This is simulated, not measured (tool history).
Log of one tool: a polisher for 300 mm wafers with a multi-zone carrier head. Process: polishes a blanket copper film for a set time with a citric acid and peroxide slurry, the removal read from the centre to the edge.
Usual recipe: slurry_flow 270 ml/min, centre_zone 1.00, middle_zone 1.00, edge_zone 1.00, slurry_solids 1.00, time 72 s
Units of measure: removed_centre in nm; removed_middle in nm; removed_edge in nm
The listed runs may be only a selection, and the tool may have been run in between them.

run	hour	slurry_flow	centre_zone	middle_zone	edge_zone	slurry_solids	time	incoming thickness of the incoming film, nm	removed_centre	removed_middle	removed_edge
1	0.0	230	0.91	1.00	1.00	1.00	72	679.0	138.2	152.6	160.9
2	50.3	270	1.00	1.00	1.00	1.25	58	674.8	136.2	134.3	140.9
3	110.7	270	1.00	0.91	1.00	1.00	93	668.5	205.2	188.4	209.1
# hour 146.6: carrier head's membrane replaced by a new one
4	172.0	320	1.00	1.00	1.00	1.00	72	673.4	160.7	161.4	162.1
# hour 260.3: worn pad replaced by a new one
5	270.1	270	1.00	1.00	0.97	1.00	72	660.1	155.0	155.5	159.2
6	324.3	270	1.00	1.00	1.00	1.00	72	669.9	159.0	155.5	161.6
7	400.3	330	1.00	1.00	1.06	0.85	72	659.2	147.7	152.8	159.9
# hour 417.5: slurry nozzle cleaned
8	463.6	245	1.00	0.93	1.00	1.00	72	661.7	154.8	148.5	159.8
# hour 469.8: edge zone pressure recalibrated
# hour 501.2: centre zone pressure recalibrated
9	559.5	270	1.00	1.00	1.00	1.00	72	662.3	155.1	155.5	160.8
10	648.5	330	0.94	1.00	1.00	1.00	72	683.9	152.3	159.4	163.1
11	756.0	270	1.00	1.00	1.00	1.00	72	678.7	155.1	157.6	162.0
# hour 841.9: worn pad replaced by a new one
12	858.3	270	1.00	0.94	1.07	1.00	51	668.8	111.0	104.8	118.8
13	912.1	270	1.00	1.00	1.00	1.25	58	665.1	134.6	134.8	140.1
14	1010.9	270	1.06	1.06	1.00	0.70	87	662.6	177.8	175.4	175.2
# hour 1094.5: slurry nozzle cleaned
15	1114.7	340	1.00	1.00	1.00	1.00	72	667.2	161.7	161.5	165.0
# hour 1149.3: carrier head's membrane replaced by a new one
16	1233.8	270	1.00	1.08	1.00	0.75	72	658.8	142.1	151.2	145.8
17	1292.8	270	1.00	1.00	1.00	1.00	72	669.5	155.9	153.7	162.7
18	1362.7	210	1.00	1.00	0.91	1.10	72	655.9	153.1	155.4	155.2
19	1446.9	270	1.00	0.94	0.90	1.00	63	672.6	137.8	129.1	134.4
# hour 1495.7: worn pad replaced by a new one
# hour 1524.8: edge zone pressure recalibrated
# hour 1698.9: slurry nozzle cleaned
20	1732.4	270	1.00	1.06	0.95	1.00	72	677.9	154.6	165.1	155.9

Here are 5 independent what-if runs from the current tool condition. What would each one return?
A	1732.8	270	1.00	1.00	1.00	0.80	72	662.4	?	?	?
B	1732.8	270	1.00	1.00	1.00	1.00	49	662.4	?	?	?
C	1732.8	270	1.00	1.00	1.08	0.80	72	662.4	?	?	?
D	1732.8	300	1.00	1.00	1.10	1.00	72	662.4	?	?	?
E	1732.8	270	1.10	1.00	1.00	1.25	72	662.4	?	?	?

run	removed_centre	removed_middle	removed_edge
A	142.5	145.5	149.5
B	104.9	107.1	110.0
C	142.5	145.5	155.1
D	156.1	159.2	170.7
E	182.3	169.0	173.7
Had the tool no hidden state, the same runs would have come out as:
run	removed_centre	removed_middle	removed_edge
A	142.5	145.5	149.5
B	104.9	107.1	110.0
C	142.5	145.5	155.1
D	156.1	159.2	170.7
E	182.3	169.0	173.7

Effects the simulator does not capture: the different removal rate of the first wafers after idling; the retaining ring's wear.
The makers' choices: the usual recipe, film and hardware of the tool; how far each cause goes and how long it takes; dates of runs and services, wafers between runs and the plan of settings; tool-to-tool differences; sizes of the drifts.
